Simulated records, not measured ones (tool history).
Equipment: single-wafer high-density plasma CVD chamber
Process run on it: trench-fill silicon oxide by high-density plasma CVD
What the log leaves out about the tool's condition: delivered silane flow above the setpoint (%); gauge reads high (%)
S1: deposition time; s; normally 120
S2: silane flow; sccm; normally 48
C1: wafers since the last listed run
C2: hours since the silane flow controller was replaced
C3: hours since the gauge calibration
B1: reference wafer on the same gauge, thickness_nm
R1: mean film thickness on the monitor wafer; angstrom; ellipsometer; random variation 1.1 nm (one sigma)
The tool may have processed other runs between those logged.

| run | day | S1 | S2 | C1 | C2 | C3 | B1 | R1 |
|---|---|---|---|---|---|---|---|---|
| 1 | 0 | 120 | 48 | 0 | 2612.7 | 659.8 | 612.835 | 5236.69 |
|  | 0.667 | gauge calibrated |
| 2 | 4.429 | 120 | 48 | 1784 | 2719 | 90.3 | 612.712 | 5234.93 |
| 3 | 8.6 | 120 | 42 | 1680 | 2819.1 | 190.4 | 613.11 | 4575.68 |
| 4 | 19.225 | 120 | 42 | 4281 | 3074.1 | 445.4 | 612.536 | 4565.65 |
| 5 | 23.121 | 120 | 42 | 1569 | 3167.6 | 538.9 | 613.687 | 4551.03 |
| 6 | 24.929 | 120 | 48 | 728 | 3211 | 582.3 | 613.176 | 5206.09 |
| 7 | 28.754 | 120 | 48 | 1541 | 3302.8 | 674.1 | 612.411 | 5190 |
| 8 | 30.388 | 120 | 42 | 658 | 3342 | 713.3 | 613.086 | 4528.77 |
|  | 31.225 | gauge calibrated |
|  | 32.612 | silane flow controller replaced |
| 9 | 32.988 | 135 | 43 | 913 | 9 | 42.3 | 612.984 | 5515.59 |
| 10 | 36.242 | 140 | 39 | 1311 | 87.1 | 120.4 | 613.109 | 5189.51 |
| 11 | 39.062 | 139 | 41 | 1136 | 154.8 | 188.1 | 613.379 | 5380.77 |
| 12 | 42.975 | 102 | 42 | 1576 | 248.7 | 282 | 613.044 | 4045.48 |
| 13 | 47.462 | 140 | 41 | 1808 | 356.4 | 389.7 | 613.47 | 5393.04 |
| 14 | 50.096 | 120 | 42 | 1061 | 419.6 | 452.9 | 612.563 | 4759.55 |

3 ways to go on from here, each from the tool as it stands after run 14. What would each give?
| A | 50.112 | 120 | 48 | 6 | 420 | 453.3 | ? | ? |
| B | 50.112 | 141 | 45 | 6 | 420 | 453.3 | ? | ? |
| C | 50.112 | 120 | 54 | 6 | 420 | 453.3 | ? | ? |

| run | B1 | R1 |
|---|---|---|
| A | 612.67 | 5416.32 |
| B | 612.67 | 5966.41 |
| C | 612.67 | 6093.36 |
The same runs, with their run-to-run variation unchanged, on a tool lacking any hidden condition would have given:
| run | R1 |
|---|---|
| A | 5472.96 |
| B | 6028.81 |
| C | 6157.08 |

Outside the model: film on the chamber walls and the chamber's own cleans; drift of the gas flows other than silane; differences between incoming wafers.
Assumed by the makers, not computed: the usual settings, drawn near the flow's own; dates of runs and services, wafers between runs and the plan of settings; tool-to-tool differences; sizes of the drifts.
